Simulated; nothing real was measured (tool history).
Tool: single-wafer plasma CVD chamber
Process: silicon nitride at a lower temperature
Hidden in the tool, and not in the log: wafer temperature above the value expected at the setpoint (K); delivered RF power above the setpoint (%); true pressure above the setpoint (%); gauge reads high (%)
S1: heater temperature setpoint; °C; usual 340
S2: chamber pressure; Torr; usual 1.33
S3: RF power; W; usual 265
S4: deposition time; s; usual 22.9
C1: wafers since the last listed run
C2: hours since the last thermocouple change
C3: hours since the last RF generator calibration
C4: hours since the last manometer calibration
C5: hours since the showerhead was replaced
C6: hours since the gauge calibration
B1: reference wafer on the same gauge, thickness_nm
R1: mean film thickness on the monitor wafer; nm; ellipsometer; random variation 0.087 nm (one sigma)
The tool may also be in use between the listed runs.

run,day,S1,S2,S3,S4,C1,C2,C3,C4,C5,C6,B1,R1
1,0.000,340,1.33,265,22.9,0,1606.4,442.4,1281.9,6051.0,935.9,26.213,25.590
2,2.421,340,1.33,265,22.9,1377,1664.5,500.5,1340.0,6109.1,994.0,26.173,25.499
3,6.404,340,1.33,265,22.9,2266,1760.1,596.1,1435.6,6204.7,1089.6,26.202,25.529
4,8.350,340,1.33,285,22.9,1107,1806.8,642.8,1482.3,6251.4,1136.3,26.183,27.255
5,11.883,340,1.33,285,22.9,2010,1891.6,727.6,1567.1,6336.2,1221.1,26.202,27.159
6,14.858,340,1.33,265,22.9,1692,1963.0,799.0,1638.5,6407.6,1292.5,26.177,25.408
7,16.721,340,1.33,265,22.9,1059,2007.7,843.7,1683.2,6452.3,1337.2,26.185,25.541
# day 20.321: gauge calibrated
# day 21.088: capacitance manometer re-zeroed and calibrated
8,29.096,340,1.33,265,22.9,6850,2304.7,1140.7,192.2,6749.3,210.6,26.194,25.295
# day 29.608: RF generator calibrated
9,30.783,340,1.33,225,22.9,770,2345.2,28.2,232.7,6789.8,251.1,26.237,21.906
# day 32.800: thermocouple changed; heater temperature recalibrated
10,33.100,340,1.33,225,22.9,1128,7.2,83.8,288.3,6845.4,306.7,26.202,21.765
# day 34.638: showerhead replaced
11,37.121,335,1.33,220,20.8,2097,103.7,180.3,384.8,59.6,403.2,26.213,19.401
12,39.108,340,1.33,265,20.9,1130,151.4,228.0,432.5,107.3,450.9,26.200,23.573
13,40.954,340,1.33,265,22.9,1050,195.7,272.3,476.8,151.6,495.2,26.166,25.646
14,43.138,340,1.33,225,22.9,1242,248.1,324.7,529.2,204.0,547.6,26.202,21.746
15,45.458,340,1.33,265,22.9,1320,303.8,380.4,584.9,259.7,603.3,26.219,25.645
16,49.154,340,1.33,265,22.9,2102,392.5,469.1,673.6,348.4,692.0,26.211,25.582
17,50.738,346,1.33,315,24.4,900,430.5,507.1,711.6,386.4,730.0,26.201,31.871
18,53.904,340,1.33,235,22.9,1801,506.5,583.1,787.6,462.4,806.0,26.165,22.666
19,56.133,349,1.42,265,22.9,1268,560.0,636.6,841.1,515.9,859.5,26.200,26.168
20,60.221,330,1.62,265,19.8,2325,658.1,734.7,939.2,614.0,957.6,26.202,23.819

Forecast each of these 4 alternatives for the next run:
A,60.238,340,1.33,265,22.9,9,658.5,735.1,939.6,614.4,958.0,?,?
B,60.238,340,1.33,320,22.9,9,658.5,735.1,939.6,614.4,958.0,?,?
C,60.238,340,1.33,230,25.7,9,658.5,735.1,939.6,614.4,958.0,?,?
D,60.238,345,1.33,265,22.9,9,658.5,735.1,939.6,614.4,958.0,?,?

run,B1,R1
A,26.185,25.557
B,26.185,30.237
C,26.185,24.880
D,26.185,25.515
Without the tool's hidden state the same runs would have given:
run,R1
A,25.962
B,30.670
C,25.294
D,25.919

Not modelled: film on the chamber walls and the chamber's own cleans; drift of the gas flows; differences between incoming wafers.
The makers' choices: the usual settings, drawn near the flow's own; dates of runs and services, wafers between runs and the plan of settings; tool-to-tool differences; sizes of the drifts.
